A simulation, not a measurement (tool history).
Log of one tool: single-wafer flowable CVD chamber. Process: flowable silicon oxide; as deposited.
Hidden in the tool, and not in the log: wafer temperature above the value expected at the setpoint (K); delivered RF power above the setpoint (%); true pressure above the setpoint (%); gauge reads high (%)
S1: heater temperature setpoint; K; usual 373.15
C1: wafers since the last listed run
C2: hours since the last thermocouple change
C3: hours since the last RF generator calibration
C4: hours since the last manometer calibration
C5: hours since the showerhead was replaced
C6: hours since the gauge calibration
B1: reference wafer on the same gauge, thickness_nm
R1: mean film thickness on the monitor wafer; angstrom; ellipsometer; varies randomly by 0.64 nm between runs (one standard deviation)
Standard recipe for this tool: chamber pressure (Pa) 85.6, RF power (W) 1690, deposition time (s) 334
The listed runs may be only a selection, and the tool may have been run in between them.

Run 1, hour 0: usual settings; C1 0; C2 1096.6; C3 1960.8; C4 1826.6; C5 6237.1; C6 149.5; B1 161.494. Result: R1 1403.95 angstrom.
Run 2, hour 27.7: usual settings; C1 188; C2 1124.3; C3 1988.5; C4 1854.3; C5 6264.8; C6 177.2; B1 161.197. Result: R1 1408.69 angstrom.
Run 3, hour 61.8: usual settings; C1 231; C2 1158.4; C3 2022.6; C4 1888.4; C5 6298.9; C6 211.3; B1 161.197. Result: R1 1405.2 angstrom.
Run 4, hour 75.9: usual settings; C1 95; C2 1172.5; C3 2036.7; C4 1902.5; C5 6313; C6 225.4; B1 160.882. Result: R1 1397.53 angstrom.
Run 5, hour 103.7: usual settings but deposition time (s) 347; C1 188; C2 1200.3; C3 2064.5; C4 1930.3; C5 6340.8; C6 253.2; B1 160.557. Result: R1 1468.9 angstrom.
Run 6, hour 129.7: usual settings but deposition time (s) 347; C1 176; C2 1226.3; C3 2090.5; C4 1956.3; C5 6366.8; C6 279.2; B1 160.466. Result: R1 1452.45 angstrom.
Run 7, hour 146.5: usual settings; C1 114; C2 1243.1; C3 2107.3; C4 1973.1; C5 6383.6; C6 296; B1 160.145. Result: R1 1390.32 angstrom.
Run 8, hour 178.5: usual settings; C1 217; C2 1275.1; C3 2139.3; C4 2005.1; C5 6415.6; C6 328; B1 159.907. Result: R1 1401.79 angstrom.
Run 9, hour 202.6: usual settings; C1 163; C2 1299.2; C3 2163.4; C4 2029.2; C5 6439.7; C6 352.1; B1 159.535. Result: R1 1396.16 angstrom.
Run 10, hour 231.5: usual settings; C1 196; C2 1328.1; C3 2192.3; C4 2058.1; C5 6468.6; C6 381; B1 159.145. Result: R1 1392.45 angstrom.
At hour 239.9: gauge calibrated.
Run 11, hour 260.8: usual settings but S1 382.15 K, deposition time (s) 288; C1 199; C2 1357.4; C3 2221.6; C4 2087.4; C5 6497.9; C6 20.9; B1 161.906. Result: R1 939.56 angstrom.
Run 12, hour 283.8: usual settings; C1 156; C2 1380.4; C3 2244.6; C4 2110.4; C5 6520.9; C6 43.9; B1 162.007. Result: R1 1416.35 angstrom.
At hour 293.2: thermocouple changed; heater temperature recalibrated.
At hour 297.4: RF generator calibrated.
Run 13, hour 311.1: usual settings but S1 384.15 K, chamber pressure (Pa) 91.3, RF power (W) 1480, deposition time (s) 290; C1 102; C2 17.9; C3 13.7; C4 2137.7; C5 6548.2; C6 71.2; B1 161.863. Result: R1 891.25 angstrom.
At hour 331.1: capacitance manometer re-zeroed and calibrated.
At hour 332.4: showerhead replaced.
Run 14, hour 336.9: usual settings; C1 111; C2 43.7; C3 39.5; C4 5.8; C5 4.5; C6 97; B1 161.801. Result: R1 1409.9 angstrom.
Run 15, hour 352.7: usual settings but deposition time (s) 347; C1 107; C2 59.5; C3 55.3; C4 21.6; C5 20.3; C6 112.8; B1 161.687. Result: R1 1468.4 angstrom.
Run 16, hour 369.9: usual settings but S1 368.15 K, deposition time (s) 281; C1 116; C2 76.7; C3 72.5; C4 38.8; C5 37.5; C6 130; B1 161.642. Result: R1 1367.51 angstrom.
Run 17, hour 394.1: usual settings but S1 366.15 K, deposition time (s) 269; C1 164; C2 100.9; C3 96.7; C4 63; C5 61.7; C6 154.2; B1 161.554. Result: R1 1389.35 angstrom.
Run 18, hour 411.5: usual settings but chamber pressure (Pa) 95.1, deposition time (s) 383; C1 118; C2 118.3; C3 114.1; C4 80.4; C5 79.1; C6 171.6; B1 161.575. Result: R1 1783.21 angstrom.
Run 19, hour 440.2: usual settings; C1 195; C2 147; C3 142.8; C4 109.1; C5 107.8; C6 200.3; B1 161.351. Result: R1 1411.16 angstrom.
Run 20, hour 464.6: usual settings but chamber pressure (Pa) 96.8; C1 165; C2 171.4; C3 167.2; C4 133.5; C5 132.2; C6 224.7; B1 161.303. Result: R1 1592.91 angstrom.

Some steps in R1 between neighbouring runs. How much of each would the tool show without its hidden state too (settings, what came in, random variation), and how much is left for the hidden state, with any gauge scatter that isn't in both results?
Run 9 -> 10: settings left as they were, no log entry in between. R1 -3.71 angstrom: hidden state -3.29, all else -0.42.
Run 10 -> 11: S1 373.15 -> 382.15, deposition time (s) 334 -> 288, gauge calibrated. R1 -452.89 angstrom: hidden state +24.27, all else -477.16.
Run 12 -> 13: S1 373.15 -> 384.15, chamber pressure (Pa) 85.6 -> 91.3, RF power (W) 1690 -> 1480, deposition time (s) 334 -> 290, thermocouple changed; heater temperature recalibrated, RF generator calibrated. R1 -525.1 angstrom: hidden state -0.27, all else -524.83.
Run 13 -> 14: S1 384.15 -> 373.15, chamber pressure (Pa) 91.3 -> 85.6, RF power (W) 1480 -> 1690, deposition time (s) 290 -> 334, capacitance manometer re-zeroed and calibrated, showerhead replaced. R1 +518.65 angstrom: hidden state -0.89, all else +519.54.
